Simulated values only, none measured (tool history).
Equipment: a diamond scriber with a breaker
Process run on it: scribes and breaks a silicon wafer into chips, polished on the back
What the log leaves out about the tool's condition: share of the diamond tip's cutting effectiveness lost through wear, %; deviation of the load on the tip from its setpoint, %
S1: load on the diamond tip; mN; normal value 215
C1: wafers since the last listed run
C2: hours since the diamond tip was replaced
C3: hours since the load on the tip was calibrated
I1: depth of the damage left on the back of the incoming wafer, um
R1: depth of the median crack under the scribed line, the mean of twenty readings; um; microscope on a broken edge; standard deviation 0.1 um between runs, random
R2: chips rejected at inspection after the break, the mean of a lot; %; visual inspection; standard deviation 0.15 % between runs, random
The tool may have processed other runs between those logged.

{"run": 1, "hour": 0.0, "S1": 215, "C1": 0, "C2": 429.2, "C3": 119.8, "I1": 0.03, "R1": 9.94, "R2": 2.64}
{"run": 2, "hour": 32.1, "S1": 215, "C1": 136, "C2": 461.3, "C3": 151.9, "I1": 0.03, "R1": 10.06, "R2": 2.45}
{"run": 3, "hour": 234.1, "S1": 215, "C1": 860, "C2": 663.3, "C3": 353.9, "I1": 0.04, "R1": 9.97, "R2": 2.74}
{"run": 4, "hour": 299.3, "S1": 215, "C1": 277, "C2": 728.5, "C3": 419.1, "I1": 0.03, "R1": 10.01, "R2": 2.38}
{"hour": 364.2, "done": "diamond tip replaced by a new one"}
{"run": 5, "hour": 366.2, "S1": 215, "C1": 276, "C2": 2.0, "C3": 486.0, "I1": 0.02, "R1": 11.47, "R2": 1.95}
{"run": 6, "hour": 414.5, "S1": 215, "C1": 205, "C2": 50.3, "C3": 534.3, "I1": 0.01, "R1": 11.26, "R2": 1.98}
{"run": 7, "hour": 472.6, "S1": 215, "C1": 247, "C2": 108.4, "C3": 592.4, "I1": 0.02, "R1": 11.07, "R2": 2.05}
{"run": 8, "hour": 497.1, "S1": 215, "C1": 104, "C2": 132.9, "C3": 616.9, "I1": 0.04, "R1": 10.95, "R2": 2.19}
{"run": 9, "hour": 537.4, "S1": 215, "C1": 171, "C2": 173.2, "C3": 657.2, "I1": 0.05, "R1": 10.89, "R2": 2.27}
{"run": 10, "hour": 581.3, "S1": 250, "C1": 186, "C2": 217.1, "C3": 701.1, "I1": 0.02, "R1": 11.86, "R2": 2.14}
{"run": 11, "hour": 639.5, "S1": 247, "C1": 247, "C2": 275.3, "C3": 759.3, "I1": 0.03, "R1": 11.47, "R2": 2.36}
{"run": 12, "hour": 678.5, "S1": 247, "C1": 166, "C2": 314.3, "C3": 798.3, "I1": 0.03, "R1": 11.62, "R2": 2.45}
{"run": 13, "hour": 750.5, "S1": 247, "C1": 306, "C2": 386.3, "C3": 870.3, "I1": 0.02, "R1": 11.66, "R2": 2.48}
{"run": 14, "hour": 784.6, "S1": 215, "C1": 145, "C2": 420.4, "C3": 904.4, "I1": 0.01, "R1": 10.7, "R2": 2.01}
{"run": 15, "hour": 810.2, "S1": 180, "C1": 109, "C2": 446.0, "C3": 930.0, "I1": 0.04, "R1": 9.71, "R2": 3.9}
{"run": 16, "hour": 844.1, "S1": 189, "C1": 144, "C2": 479.9, "C3": 963.9, "I1": 0.04, "R1": 9.74, "R2": 2.94}
{"run": 17, "hour": 915.1, "S1": 188, "C1": 302, "C2": 550.9, "C3": 1034.9, "I1": 0.02, "R1": 9.76, "R2": 3.02}
{"hour": 949.4, "done": "load on the tip recalibrated"}
{"run": 18, "hour": 974.4, "S1": 268, "C1": 244, "C2": 610.2, "C3": 25.0, "I1": 0.03, "R1": 11.44, "R2": 2.22}
{"run": 19, "hour": 1041.5, "S1": 163, "C1": 285, "C2": 677.3, "C3": 92.1, "I1": 0.05, "R1": 8.26, "R2": 8.62}
{"hour": 1056.1, "done": "diamond tip replaced by a new one"}
{"run": 20, "hour": 1092.5, "S1": 265, "C1": 208, "C2": 36.4, "C3": 143.1, "I1": 0.01, "R1": 12.36, "R2": 3.3}
{"run": 21, "hour": 1119.7, "S1": 215, "C1": 115, "C2": 63.6, "C3": 170.3, "I1": 0.04, "R1": 10.83, "R2": 1.98}
{"run": 22, "hour": 1156.2, "S1": 164, "C1": 155, "C2": 100.1, "C3": 206.8, "I1": 0.02, "R1": 9.06, "R2": 5.54}
{"run": 23, "hour": 1221.9, "S1": 152, "C1": 279, "C2": 165.8, "C3": 272.5, "I1": 0.05, "R1": 8.71, "R2": 6.95}
{"run": 24, "hour": 1287.0, "S1": 215, "C1": 277, "C2": 230.9, "C3": 337.6, "I1": 0.05, "R1": 10.41, "R2": 1.91}
{"run": 25, "hour": 1319.4, "S1": 215, "C1": 137, "C2": 263.3, "C3": 370.0, "I1": 0.03, "R1": 10.43, "R2": 2.45}
{"run": 26, "hour": 1379.4, "S1": 197, "C1": 255, "C2": 323.3, "C3": 430.0, "I1": 0.04, "R1": 9.83, "R2": 2.95}

Consider 5 possible next runs. They are alternatives, not a sequence: every one starts from the tool as it was left by run 26. What does each give?
{"run": "A", "hour": 1380.0, "S1": 215, "C1": 2, "C2": 323.9, "C3": 430.6, "I1": 0.04, "R1": "?", "R2": "?"}
{"run": "B", "hour": 1380.0, "S1": 260, "C1": 2, "C2": 323.9, "C3": 430.6, "I1": 0.04, "R1": "?", "R2": "?"}
{"run": "C", "hour": 1380.0, "S1": 255, "C1": 2, "C2": 323.9, "C3": 430.6, "I1": 0.04, "R1": "?", "R2": "?"}
{"run": "D", "hour": 1380.0, "S1": 162, "C1": 2, "C2": 323.9, "C3": 430.6, "I1": 0.04, "R1": "?", "R2": "?"}
{"run": "E", "hour": 1380.0, "S1": 254, "C1": 2, "C2": 323.9, "C3": 430.6, "I1": 0.04, "R1": "?", "R2": "?"}

run=A R1=10.53 R2=2.10
run=B R1=11.82 R2=2.17
run=C R1=11.68 R2=2.06
run=D R1=8.89 R2=5.82
run=E R1=11.66 R2=2.04
Without the tool's hidden state the same runs would have given:
run=A R1=11.12 R2=1.86
run=B R1=12.49 R2=2.94
run=C R1=12.34 R2=2.73
run=D R1=9.39 R2=4.15
run=E R1=12.31 R2=2.69

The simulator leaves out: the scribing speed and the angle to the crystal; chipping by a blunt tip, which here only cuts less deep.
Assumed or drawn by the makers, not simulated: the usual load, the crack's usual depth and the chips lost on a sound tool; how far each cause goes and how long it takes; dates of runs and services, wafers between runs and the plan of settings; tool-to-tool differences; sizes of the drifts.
